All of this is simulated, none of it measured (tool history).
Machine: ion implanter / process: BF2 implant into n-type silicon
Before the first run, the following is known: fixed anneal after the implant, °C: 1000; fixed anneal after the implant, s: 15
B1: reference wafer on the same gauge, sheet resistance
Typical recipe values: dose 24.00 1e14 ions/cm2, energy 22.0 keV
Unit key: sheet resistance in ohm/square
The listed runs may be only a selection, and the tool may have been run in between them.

run 1 hour=0.0 | dose=19.45 energy=24.5 | B1=161.87 | sheet_resistance=149.07
run 2 hour=65.6 | dose=19.45 energy=24.5 | B1=162.03 | sheet_resistance=149.26
run 3 hour=170.6 | dose=19.45 energy=24.5 | B1=161.93 | sheet_resistance=148.73
run 4 hour=264.5 | dose=24.00 energy=22.0 | B1=162.12 | sheet_resistance=154.31
run 5 hour=581.6 | dose=24.00 energy=22.0 | B1=161.96 | sheet_resistance=155.55
run 6 hour=677.6 | dose=24.00 energy=22.0 | B1=162.06 | sheet_resistance=154.88
run 7 hour=734.9 | dose=24.00 energy=22.0 | B1=162.07 | sheet_resistance=155.31
run 8 hour=780.4 | dose=24.00 energy=22.0 | B1=161.99 | sheet_resistance=155.30
run 9 hour=839.5 | dose=24.00 energy=22.0 | B1=161.88 | sheet_resistance=155.41
run 10 hour=947.3 | dose=22.46 energy=22.0 | B1=162.02 | sheet_resistance=156.02
run 11 hour=1049.4 | dose=17.94 energy=18.0 | B1=162.08 | sheet_resistance=175.49
-- hour=1078.8 Faraday cup replaced and dose calibrated
-- hour=1099.1 gauge calibrated
run 12 hour=1150.7 | dose=21.64 energy=14.5 | B1=162.09 | sheet_resistance=191.00
run 13 hour=1203.4 | dose=19.32 energy=16.0 | B1=161.96 | sheet_resistance=183.89
run 14 hour=1488.8 | dose=20.35 energy=27.5 | B1=162.07 | sheet_resistance=140.70
-- hour=1508.2 extraction supply calibrated
run 15 hour=1589.8 | dose=24.00 energy=22.0 | B1=162.07 | sheet_resistance=152.75
run 16 hour=1656.1 | dose=27.89 energy=28.5 | B1=161.92 | sheet_resistance=132.75
run 17 hour=1737.1 | dose=28.45 energy=24.5 | B1=162.08 | sheet_resistance=142.86
run 18 hour=1775.3 | dose=29.53 energy=25.0 | B1=162.01 | sheet_resistance=140.92
run 19 hour=1819.4 | dose=29.51 energy=27.0 | B1=162.00 | sheet_resistance=135.19
run 20 hour=1889.1 | dose=24.00 energy=28.0 | B1=161.88 | sheet_resistance=135.06
run 21 hour=1995.2 | dose=17.94 energy=18.0 | B1=162.03 | sheet_resistance=173.42

5 options for the next run, each taken on its own from the tool as it stands now. Forecast them:
run A hour=1995.6 | dose=28.49 energy=22.0 | B1=? | sheet_resistance=?
run B hour=1995.6 | dose=29.76 energy=19.5 | B1=? | sheet_resistance=?
run C hour=1995.6 | dose=20.33 energy=15.0 | B1=? | sheet_resistance=?
run D hour=1995.6 | dose=24.00 energy=15.0 | B1=? | sheet_resistance=?
run E hour=1995.6 | dose=31.14 energy=27.0 | B1=? | sheet_resistance=?

run=A B1=161.97 sheet_resistance=150.39
run=B B1=161.97 sheet_resistance=158.69
run=C B1=161.97 sheet_resistance=185.41
run=D B1=161.97 sheet_resistance=182.32
run=E B1=161.97 sheet_resistance=134.90
The same runs, with their run-to-run variation unchanged, on a tool lacking any hidden condition would have given:
run=A sheet_resistance=150.62
run=B sheet_resistance=158.93
run=C sheet_resistance=185.67
run=D sheet_resistance=182.57
run=E sheet_resistance=135.11
